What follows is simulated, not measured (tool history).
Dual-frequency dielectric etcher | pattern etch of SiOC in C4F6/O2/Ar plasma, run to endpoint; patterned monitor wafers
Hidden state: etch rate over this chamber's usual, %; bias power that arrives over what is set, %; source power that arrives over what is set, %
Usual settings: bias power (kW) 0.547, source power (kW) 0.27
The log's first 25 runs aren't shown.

run	hour	bias power (kW)	source power (kW)	wafers since the last listed run	hours since the last wet clean	hours since the last bias power generator calibration	hours since the last source power generator calibration	hours since the last upper electrode change	incoming incoming film thickness, nm	endpoint time (s)
26	601.6	0.547	0.27	252	382.7	378.8	261.1	98.4	28.64	9.6
27	623.1	0.615	0.22	234	404.2	400.3	282.6	119.9	28.56	10.2
28	651.4	0.547	0.27	308	432.5	428.6	310.9	148.2	28.77	9.7
29	664.2	0.458	0.31	139	445.3	441.4	323.7	161	28.55	9.5
30	696.7	0.547	0.2	354	477.8	473.9	356.2	193.5	28.71	11
31	723.8	0.547	0.27	295	504.9	501	383.3	220.6	28.43	9.5
32	737.6	0.678	0.32	150	518.7	514.8	397.1	234.4	28.59	8.1
# hour 770.1: wet clean of the chamber
33	770.6	0.479	0.25	98	0.5	547.8	430.1	267.4	28.53	11
34	782	0.48	0.29	124	11.9	559.2	441.5	278.8	28.36	9.9

Forecast run 35:
35	805.6	0.547	0.33	257	35.5	582.8	465.1	302.4	28.4	?

{"run 35": {"endpoint time (s)": 9.2}}
Without the tool's hidden state the same run would have given endpoint time (s) 9.2.
